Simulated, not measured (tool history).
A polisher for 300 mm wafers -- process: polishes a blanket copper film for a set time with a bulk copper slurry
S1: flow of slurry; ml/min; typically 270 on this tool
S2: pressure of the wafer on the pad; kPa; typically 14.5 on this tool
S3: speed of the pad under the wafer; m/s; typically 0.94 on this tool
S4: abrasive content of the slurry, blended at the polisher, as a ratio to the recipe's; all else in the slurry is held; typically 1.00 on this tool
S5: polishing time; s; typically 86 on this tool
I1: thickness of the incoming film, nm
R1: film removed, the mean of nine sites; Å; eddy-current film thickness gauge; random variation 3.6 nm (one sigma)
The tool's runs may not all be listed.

run	hour	S1	S2	S3	S4	S5	I1	R1
1	0.0	270	14.5	1.02	1.00	86	2907.4	5540
# hour 31.8: slurry blender recalibrated
2	32.3	270	14.5	1.02	1.00	86	2913.0	5531
3	44.9	270	14.5	1.02	1.00	86	2924.7	5455
4	61.5	270	14.5	0.94	1.00	86	2965.2	5048
# hour 70.0: worn pad replaced by a new one
5	75.5	270	17.2	0.94	1.00	86	2883.1	6063
6	82.2	270	14.5	0.94	1.00	86	2883.4	5067
7	93.5	270	14.5	0.94	1.00	86	2907.4	5031
8	106.2	270	16.5	0.94	1.00	86	2900.9	5745
# hour 110.7: head pressure recalibrated
9	121.4	270	16.5	0.94	1.00	86	2900.5	5365
10	136.1	270	14.5	1.02	1.00	86	2948.9	5076
# hour 141.3: slurry nozzle cleaned
11	149.9	270	14.5	0.94	1.00	86	2924.3	4673
# hour 156.1: head pressure recalibrated, repeated, since the last time left the tool worse
# hour 158.0: worn pad replaced by a new one
12	165.9	225	16.5	1.16	1.00	97	2963.5	8349
# hour 169.8: slurry blender recalibrated
13	183.3	270	14.5	0.94	0.75	86	2920.1	4834
14	193.3	270	14.5	0.78	1.00	60	2918.5	3128
15	205.6	270	10.3	0.94	1.10	58	2914.4	2690
16	213.3	205	10.3	0.82	1.00	64	2905.1	2423
17	226.6	270	14.5	0.78	1.00	60	2928.5	3129
# hour 246.2: worn pad replaced by a new one
18	246.7	270	11.7	1.06	0.80	115	2974.5	6076
19	254.1	270	12.4	0.94	1.20	112	2927.7	6358

For each run, what was the tool's unlogged condition?
removal rate lost through wear of the pad, %: 0 on each run
slurry flow missing at the pad, %: 0 on each run
abrasive missing from the slurry, %: 0 on each run
H1: deviation of the head's pressure from its setpoint, %
run	H1
1	-6.69
2	-7.2
3	-7.4
4	-7.66
5	-7.88
6	-7.99
7	-8.17
8	-8.37
9	-15.1
10	-15.3
11	-15.5
12	-0.785
13	-1.06
14	-1.22
15	-1.41
16	-1.54
17	-1.75
18	-2.07
19	-2.18
